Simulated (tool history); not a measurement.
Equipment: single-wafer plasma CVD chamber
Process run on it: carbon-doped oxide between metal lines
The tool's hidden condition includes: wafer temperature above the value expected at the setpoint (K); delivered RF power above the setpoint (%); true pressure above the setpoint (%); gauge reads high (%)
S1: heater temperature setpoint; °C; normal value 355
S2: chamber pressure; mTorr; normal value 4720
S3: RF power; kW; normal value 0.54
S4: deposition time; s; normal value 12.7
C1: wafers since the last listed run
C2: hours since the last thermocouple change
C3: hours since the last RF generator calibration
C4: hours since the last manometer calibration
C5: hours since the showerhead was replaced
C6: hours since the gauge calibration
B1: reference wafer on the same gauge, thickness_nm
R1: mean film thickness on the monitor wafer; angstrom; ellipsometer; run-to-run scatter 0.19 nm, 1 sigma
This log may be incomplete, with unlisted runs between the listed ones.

| run | hour | S1 | S2 | S3 | S4 | C1 | C2 | C3 | C4 | C5 | C6 | B1 | R1 |
|---|---|---|---|---|---|---|---|---|---|---|---|---|---|
| 1 | 0 | 355 | 4380 | 0.54 | 13.4 | 0 | 2656.2 | 1612 | 826 | 7577.3 | 258.2 | 66.465 | 683.24 |
| 2 | 22.2 | 355 | 4380 | 0.54 | 13.4 | 654 | 2678.4 | 1634.2 | 848.2 | 7599.5 | 280.4 | 66.398 | 681.42 |
| 3 | 35.2 | 355 | 4720 | 0.54 | 12.7 | 383 | 2691.4 | 1647.2 | 861.2 | 7612.5 | 293.4 | 66.434 | 650.24 |
| 4 | 54.9 | 355 | 4720 | 0.54 | 12.7 | 581 | 2711.1 | 1666.9 | 880.9 | 7632.2 | 313.1 | 66.406 | 650.22 |
|  | 75.5 | gauge calibrated |
| 5 | 86.1 | 355 | 4720 | 0.54 | 12.7 | 920 | 2742.3 | 1698.1 | 912.1 | 7663.4 | 10.6 | 66.435 | 651.37 |
| 6 | 98.6 | 362 | 4720 | 0.54 | 12.7 | 368 | 2754.8 | 1710.6 | 924.6 | 7675.9 | 23.1 | 66.443 | 637.38 |
| 7 | 125.8 | 362 | 4720 | 0.54 | 12.7 | 802 | 2782 | 1737.8 | 951.8 | 7703.1 | 50.3 | 66.372 | 636.61 |
| 8 | 222.6 | 362 | 4720 | 0.54 | 12.7 | 2855 | 2878.8 | 1834.6 | 1048.6 | 7799.9 | 147.1 | 66.419 | 634.66 |
| 9 | 248.6 | 351 | 4720 | 0.54 | 12.7 | 766 | 2904.8 | 1860.6 | 1074.6 | 7825.9 | 173.1 | 66.394 | 655.58 |
| 10 | 274.8 | 351 | 4720 | 0.54 | 12.7 | 772 | 2931 | 1886.8 | 1100.8 | 7852.1 | 199.3 | 66.43 | 650.98 |
| 11 | 308.2 | 355 | 4720 | 0.54 | 12.7 | 985 | 2964.4 | 1920.2 | 1134.2 | 7885.5 | 232.7 | 66.405 | 643.74 |
|  | 343.9 | thermocouple changed; heater temperature recalibrated |
| 12 | 344.4 | 365 | 3860 | 0.54 | 12.7 | 831 | 0.5 | 1956.4 | 1170.4 | 7921.7 | 268.9 | 66.376 | 617.44 |
|  | 367.2 | showerhead replaced |
| 13 | 367.7 | 369 | 5750 | 0.54 | 12.7 | 451 | 23.8 | 1979.7 | 1193.7 | 0.5 | 292.2 | 66.387 | 629.06 |
|  | 381.5 | gauge calibrated |
|  | 384.2 | RF generator calibrated |
| 14 | 384.8 | 355 | 4720 | 0.595 | 12.7 | 268 | 40.9 | 0.6 | 1210.8 | 17.6 | 3.3 | 66.335 | 706.67 |
| 15 | 397.2 | 346 | 4720 | 0.48 | 12.7 | 365 | 53.3 | 13 | 1223.2 | 30 | 15.7 | 66.425 | 643.47 |
| 16 | 410.7 | 346 | 4720 | 0.54 | 12.7 | 398 | 66.8 | 26.5 | 1236.7 | 43.5 | 29.2 | 66.42 | 691.1 |
| 17 | 424.4 | 340 | 5620 | 0.575 | 13.9 | 404 | 80.5 | 40.2 | 1250.4 | 57.2 | 42.9 | 66.418 | 806.17 |
| 18 | 438.7 | 355 | 5550 | 0.49 | 12.7 | 421 | 94.8 | 54.5 | 1264.7 | 71.5 | 57.2 | 66.392 | 642.64 |
|  | 464.1 | capacitance manometer re-zeroed and calibrated |
| 19 | 465.7 | 351 | 4720 | 0.54 | 12.7 | 560 | 121.8 | 81.5 | 1.6 | 98.5 | 84.2 | 66.367 | 678.52 |
| 20 | 479.1 | 351 | 4720 | 0.54 | 12.7 | 395 | 135.2 | 94.9 | 15 | 111.9 | 97.6 | 66.409 | 676.93 |
| 21 | 514.3 | 355 | 4720 | 0.54 | 12.7 | 1038 | 170.4 | 130.1 | 50.2 | 147.1 | 132.8 | 66.427 | 671.52 |
| 22 | 536.5 | 364 | 5520 | 0.54 | 12.7 | 654 | 192.6 | 152.3 | 72.4 | 169.3 | 155 | 66.351 | 661.97 |
| 23 | 590.9 | 351 | 4720 | 0.54 | 12.7 | 1604 | 247 | 206.7 | 126.8 | 223.7 | 209.4 | 66.417 | 676.8 |
| 24 | 606 | 368 | 4720 | 0.605 | 12.7 | 445 | 262.1 | 221.8 | 141.9 | 238.8 | 224.5 | 66.418 | 685.3 |
| 25 | 620.7 | 367 | 5410 | 0.54 | 12.7 | 433 | 276.8 | 236.5 | 156.6 | 253.5 | 239.2 | 66.41 | 654.83 |

Here are 3 independent what-if runs from the current tool condition. What would each one return?
| A | 621.1 | 355 | 4720 | 0.54 | 12.7 | 11 | 277.2 | 236.9 | 157 | 253.9 | 239.6 | ? | ? |
| B | 621.1 | 355 | 4720 | 0.645 | 12.7 | 11 | 277.2 | 236.9 | 157 | 253.9 | 239.6 | ? | ? |
| C | 621.1 | 355 | 4720 | 0.54 | 11 | 11 | 277.2 | 236.9 | 157 | 253.9 | 239.6 | ? | ? |

| run | B1 | R1 |
|---|---|---|
| A | 66.45 | 667.38 |
| B | 66.45 | 737.26 |
| C | 66.45 | 579.41 |
Take away the tool's hidden state, keep each run's random variation, and the runs would have read:
| run | R1 |
|---|---|
| A | 669.52 |
| B | 739.55 |
| C | 581.27 |

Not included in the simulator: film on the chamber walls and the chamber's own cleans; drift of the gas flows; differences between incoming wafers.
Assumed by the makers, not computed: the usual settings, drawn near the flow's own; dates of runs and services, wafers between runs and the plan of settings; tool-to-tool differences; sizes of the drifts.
